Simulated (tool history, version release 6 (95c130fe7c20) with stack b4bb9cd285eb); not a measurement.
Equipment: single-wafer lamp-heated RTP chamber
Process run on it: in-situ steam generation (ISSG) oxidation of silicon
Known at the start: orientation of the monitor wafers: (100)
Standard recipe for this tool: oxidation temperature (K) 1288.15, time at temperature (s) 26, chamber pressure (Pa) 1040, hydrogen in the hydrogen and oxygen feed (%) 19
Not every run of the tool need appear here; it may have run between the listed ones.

run	hour	oxidation temperature (K)	time at temperature (s)	chamber pressure (Pa)	hydrogen in the hydrogen and oxygen feed (%)	read-back reference wafer on the same gauge, thickness	oxide thickness on the monitor wafer (angstrom)
1	0.0	1288.15	32	1040	19	5.490	75.79
# hour 81.0: pyrometer window cleaned and pyrometer calibrated
2	103.3	1288.15	32	1040	19	5.503	74.94
3	158.2	1288.15	26	1040	19	5.507	67.60
4	194.7	1283.15	26	1040	19	5.507	66.45
5	240.3	1283.15	26	1040	19	5.506	66.67
# hour 291.5: pyrometer window cleaned and pyrometer calibrated
6	302.4	1288.15	26	1040	19	5.503	70.08
7	346.4	1288.15	26	1040	19	5.490	70.18
8	412.2	1288.15	26	1040	14	5.492	66.25
9	464.5	1288.15	26	1040	14	5.506	66.94
# hour 505.2: pyrometer window cleaned and pyrometer calibrated, repeated, since the last time left the tool worse
10	512.4	1288.15	26	1040	19	5.504	67.89
11	576.7	1288.15	26	1040	19	5.503	67.51
12	673.9	1288.15	35	1040	19	5.503	80.19
# hour 677.9: gauge calibrated
# hour 706.0: hydrogen flow controller replaced
# hour 714.0: pyrometer window cleaned and pyrometer calibrated
13	737.7	1288.15	26	1040	19	5.503	67.94
# hour 796.0: pressure gauge zeroed
14	796.5	1288.15	26	1040	25	5.491	72.82
15	825.2	1288.15	26	1040	19	5.500	68.04
16	877.8	1288.15	26	920	26	5.496	73.02
17	929.4	1288.15	26	1133	19	5.505	68.81
# hour 947.5: pyrometer window cleaned and pyrometer calibrated
18	987.5	1288.15	17	1040	23	5.494	57.06
19	1025.9	1288.15	26	1040	19	5.507	67.81
20	1056.7	1288.15	32	1040	13	5.501	69.77

What would each run have given without the hidden state, its run-to-run variation left as it was?
The tool's hidden condition here consists of: true wafer temperature minus pyrometer reading, K; true pressure minus gauge reading, Torr; deviation of the hydrogen flow from its setpoint, %; gauge reads high (%).
run	oxide thickness on the monitor wafer (angstrom)
1	74.56
2	74.74
3	67.06
4	65.70
5	65.63
6	67.10
7	66.90
8	62.74
9	63.04
10	67.84
11	67.03
12	78.79
13	67.70
14	72.14
15	67.21
16	71.75
17	67.27
18	56.86
19	67.29
20	69.00

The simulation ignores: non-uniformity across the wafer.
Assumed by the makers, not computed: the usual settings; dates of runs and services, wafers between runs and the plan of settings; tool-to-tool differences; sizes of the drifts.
